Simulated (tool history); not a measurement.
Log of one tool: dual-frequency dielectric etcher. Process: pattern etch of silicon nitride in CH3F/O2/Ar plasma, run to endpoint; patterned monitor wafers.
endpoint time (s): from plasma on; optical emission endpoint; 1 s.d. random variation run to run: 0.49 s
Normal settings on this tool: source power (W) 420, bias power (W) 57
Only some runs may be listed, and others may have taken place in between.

run   hour  source power (W)  bias power (W)  incoming incoming film thickness, nm  endpoint time (s)
  1    0.0               420              57                                 44.63               59.7
  2   19.1               420              57                                 44.85               60.9
  3   44.7               420              57                                 44.60               60.6
  4   70.5               370              57                                 45.22               65.7
  5  103.6               420              57                                 44.74               60.7
  6  118.2               420              57                                 44.92               61.6
  7  149.4               420              57                                 44.84               61.9
  8  180.9               420              57                                 45.15               62.3
  9  216.7               420              57                                 44.56               61.9
 10  252.6               420              62                                 44.49               59.5
     304.0  -- upper electrode replaced
 11  304.5               420              62                                 45.40               60.2
 12  311.9               420              62                                 44.60               60.8
 13  326.9               420              57                                 44.58               62.1
 14  352.5               520              48                                 44.67               60.7
     393.2  -- source power generator calibrated
 15  457.9               330              46                                 45.20               76.8
 16  488.3               500              67                                 44.45               54.1
 17  517.4               340              57                                 44.31               68.0
     552.9  -- wet clean of the chamber
 18  553.4               340              62                                 44.66               64.1
 19  564.3               490              63                                 44.50               54.0
     569.1  -- bias power generator calibrated
 20  589.9               360              51                                 45.14               67.7
 21  619.8               420              57                                 45.11               61.2
 22  724.7               510              57                                 44.86               57.2
 23  739.9               420              57                                 44.67               61.1
 24  766.9               470              63                                 44.88               56.4

3 ways to go on from here, each from the tool as it stands after run 24. What would each give?
  A  767.3               420              57                                 45.28                  ?
  B  767.3               520              46                                 45.28                  ?
  C  767.3               390              68                                 45.28                  ?

run  endpoint time (s)
  A               61.3
  B               60.7
  C               59.0
Take away the tool's hidden state, keep each run's random variation, and the runs would have read:
run  endpoint time (s)
  A               59.9
  B               59.4
  C               57.7
